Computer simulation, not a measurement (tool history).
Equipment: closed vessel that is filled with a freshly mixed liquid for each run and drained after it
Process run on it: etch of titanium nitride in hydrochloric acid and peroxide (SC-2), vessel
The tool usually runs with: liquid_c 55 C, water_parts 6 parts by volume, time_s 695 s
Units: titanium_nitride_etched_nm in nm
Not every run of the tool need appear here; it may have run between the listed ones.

| run | hour | liquid_c | water_parts | time_s | wafers since the last listed run | hours since the thermometer was replaced | hours since the chemicals flow meter was replaced | hours since the drum of peroxide was connected | hours since the gauge calibration | read-back film thickness of the titanium nitride reference wafer, read on the same gauge (nm) | titanium_nitride_etched_nm |
|---|---|---|---|---|---|---|---|---|---|---|---|
| 1 | 0 | 55 | 6 | 805 | 0 | 1493.9 | 664.5 | 361.9 | 151.2 | 130.01 | 50.02 |
| 2 | 35.1 | 55 | 6 | 805 | 2796 | 1529 | 699.6 | 397 | 186.3 | 129.98 | 50.51 |
| 3 | 97.8 | 55 | 8.5 | 795 | 4995 | 1591.7 | 762.3 | 459.7 | 249 | 129.99 | 37.83 |
| 4 | 116.7 | 55 | 6 | 695 | 1505 | 1610.6 | 781.2 | 478.6 | 267.9 | 130.01 | 43.68 |
| 5 | 132.3 | 55 | 6 | 695 | 1242 | 1626.2 | 796.8 | 494.2 | 283.5 | 130 | 43.57 |
| 6 | 149.2 | 55 | 6 | 695 | 1346 | 1643.1 | 813.7 | 511.1 | 300.4 | 129.98 | 43.64 |
| 7 | 176 | 55 | 6 | 695 | 2135 | 1669.9 | 840.5 | 537.9 | 327.2 | 129.98 | 43.93 |
|  | 193.8 | thermometer replaced |
| 8 | 197.9 | 55 | 6 | 695 | 1665 | 4.1 | 862.4 | 559.8 | 349.1 | 130.01 | 38.2 |
| 9 | 216.4 | 55 | 6 | 695 | 1474 | 22.6 | 880.9 | 578.3 | 367.6 | 130.03 | 38.22 |
| 10 | 235.7 | 55 | 6 | 695 | 1537 | 41.9 | 900.2 | 597.6 | 386.9 | 130.03 | 38.34 |
| 11 | 265.3 | 55 | 6 | 695 | 2358 | 71.5 | 929.8 | 627.2 | 416.5 | 129.96 | 38.18 |
| 12 | 282.2 | 55 | 6 | 695 | 1346 | 88.4 | 946.7 | 644.1 | 433.4 | 129.97 | 38.29 |
| 13 | 321.3 | 55 | 6 | 695 | 3115 | 127.5 | 985.8 | 683.2 | 472.5 | 129.98 | 38.2 |
| 14 | 338.4 | 55 | 6 | 695 | 1362 | 144.6 | 1002.9 | 700.3 | 489.6 | 130 | 38.27 |
| 15 | 371 | 55 | 6 | 695 | 2597 | 177.2 | 1035.5 | 732.9 | 522.2 | 130.01 | 38.81 |
|  | 383 | new drum of peroxide connected |
| 16 | 391.1 | 52 | 6 | 345 | 1521 | 197.3 | 1055.6 | 8.1 | 542.3 | 130.02 | 15.83 |
| 17 | 404.4 | 55 | 6 | 695 | 1059 | 210.6 | 1068.9 | 21.4 | 555.6 | 130 | 38.75 |
| 18 | 417.6 | 59 | 8 | 585 | 1051 | 223.8 | 1082.1 | 34.6 | 568.8 | 129.98 | 33.66 |
| 19 | 434.9 | 59.5 | 6 | 900 | 1378 | 241.1 | 1099.4 | 51.9 | 586.1 | 129.99 | 67.34 |
|  | 442.3 | chemicals flow meter replaced |
|  | 447.4 | gauge calibrated |
| 20 | 458 | 58 | 9 | 405 | 1760 | 264.2 | 15.7 | 75 | 10.6 | 130 | 20.01 |
| 21 | 475.9 | 55 | 6 | 695 | 1426 | 282.1 | 33.6 | 92.9 | 28.5 | 130 | 39.37 |
| 22 | 496.2 | 58.5 | 6 | 950 | 1617 | 302.4 | 53.9 | 113.2 | 48.8 | 130 | 66.85 |
| 23 | 522.6 | 63.5 | 5 | 300 | 2103 | 328.8 | 80.3 | 139.6 | 75.2 | 130.02 | 33.1 |
| 24 | 535.6 | 64 | 7 | 820 | 1035 | 341.8 | 93.3 | 152.6 | 88.2 | 130.03 | 72.55 |
| 25 | 554.7 | 55 | 6 | 805 | 1521 | 360.9 | 112.4 | 171.7 | 107.3 | 129.99 | 45.4 |
| 26 | 570.5 | 55 | 6 | 980 | 1258 | 376.7 | 128.2 | 187.5 | 123.1 | 130 | 55.41 |
| 27 | 600.2 | 45 | 8 | 980 | 2366 | 406.4 | 157.9 | 217.2 | 152.8 | 130.01 | 22.9 |
| 28 | 627.7 | 50.5 | 7 | 695 | 2191 | 433.9 | 185.4 | 244.7 | 180.3 | 130.01 | 26.24 |

The same runs without the tool's hidden state, with the same run-to-run variation:
Unlogged tool condition in this case: liquid hotter than its thermometer reads (K); chemicals flow above the setpoint (%); peroxide weaker than its label (%); gauge reads high (%).
| run | titanium_nitride_etched_nm |
|---|---|
| 1 | 43.82 |
| 2 | 44.14 |
| 3 | 32.87 |
| 4 | 37.9 |
| 5 | 37.76 |
| 6 | 37.75 |
| 7 | 37.92 |
| 8 | 37.86 |
| 9 | 37.8 |
| 10 | 37.87 |
| 11 | 37.62 |
| 12 | 37.65 |
| 13 | 37.44 |
| 14 | 37.47 |
| 15 | 37.87 |
| 16 | 15.42 |
| 17 | 37.71 |
| 18 | 32.74 |
| 19 | 65.42 |
| 20 | 19.4 |
| 21 | 38.07 |
| 22 | 64.61 |
| 23 | 31.95 |
| 24 | 69.98 |
| 25 | 43.62 |
| 26 | 53.17 |
| 27 | 21.85 |
| 28 | 25.01 |
